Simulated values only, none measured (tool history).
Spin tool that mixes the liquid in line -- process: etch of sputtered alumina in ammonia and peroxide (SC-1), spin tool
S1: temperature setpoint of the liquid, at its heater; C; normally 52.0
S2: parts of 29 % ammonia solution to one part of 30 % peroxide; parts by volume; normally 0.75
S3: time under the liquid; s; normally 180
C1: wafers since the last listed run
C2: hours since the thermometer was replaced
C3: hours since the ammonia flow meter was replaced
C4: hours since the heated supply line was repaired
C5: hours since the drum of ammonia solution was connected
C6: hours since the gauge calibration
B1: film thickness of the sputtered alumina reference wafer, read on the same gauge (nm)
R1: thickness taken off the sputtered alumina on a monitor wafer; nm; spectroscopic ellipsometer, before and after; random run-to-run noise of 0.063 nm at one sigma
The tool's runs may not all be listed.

run	day	S1	S2	S3	C1	C2	C3	C4	C5	C6	B1	R1
1	0.000	52.0	0.65	180	0	2280.2	436.8	992.7	748.6	259.3	40.01	8.80
# day 0.546: ammonia flow meter replaced
2	2.721	52.0	0.65	180	524	2345.5	52.2	1058.0	813.9	324.6	40.04	8.73
3	4.962	52.0	0.75	180	438	2399.3	106.0	1111.8	867.7	378.4	40.07	8.72
4	7.471	52.0	0.75	180	491	2459.5	166.2	1172.0	927.9	438.6	40.01	8.77
5	9.192	52.0	1.05	180	336	2500.8	207.5	1213.3	969.2	479.9	40.04	9.09
6	10.392	52.0	0.75	135	234	2529.6	236.3	1242.1	998.0	508.7	40.01	6.52
# day 11.308: thermometer replaced
7	12.296	52.0	0.75	135	364	23.7	282.0	1287.8	1043.7	554.4	39.98	6.47
8	14.867	52.0	0.75	115	503	85.4	343.7	1349.5	1105.4	616.1	40.05	5.51
9	16.742	58.5	0.85	135	367	130.4	388.7	1394.5	1150.4	661.1	39.99	9.35
10	19.192	52.0	0.75	180	479	189.2	447.5	1453.3	1209.2	719.9	40.02	8.55
11	20.438	44.0	0.40	275	243	219.1	477.4	1483.2	1239.1	749.8	40.00	7.77
# day 20.854: ammonia flow meter replaced
# day 20.896: heated supply line repaired
# day 21.158: new drum of ammonia solution connected
# day 21.671: gauge calibrated
12	23.404	52.0	0.75	180	556	290.3	61.2	60.2	53.9	41.6	39.94	9.31
13	25.229	52.0	0.45	180	357	334.1	105.0	104.0	97.7	85.4	39.98	8.88
14	27.175	52.0	0.45	75	380	380.8	151.7	150.7	144.4	132.1	40.05	3.67
15	29.542	52.0	1.10	95	463	437.6	208.5	207.5	201.2	188.9	40.00	5.06

What if the next run were any one of these 5? Each begins from the tool's condition after run 15:
A	29.562	43.0	0.75	180	4	438.1	209.0	208.0	201.7	189.4	?	?
B	29.562	55.5	1.10	225	4	438.1	209.0	208.0	201.7	189.4	?	?
C	29.562	60.0	0.75	85	4	438.1	209.0	208.0	201.7	189.4	?	?
D	29.562	52.0	1.10	180	4	438.1	209.0	208.0	201.7	189.4	?	?
E	29.562	55.5	0.55	80	4	438.1	209.0	208.0	201.7	189.4	?	?

run	B1	R1
A	40.01	5.62
B	40.01	14.58
C	40.01	6.72
D	40.01	9.66
E	40.01	4.85
Had the tool no hidden state, the same runs would have come out as:
run	R1
A	5.82
B	15.06
C	6.94
D	9.99
E	5.01
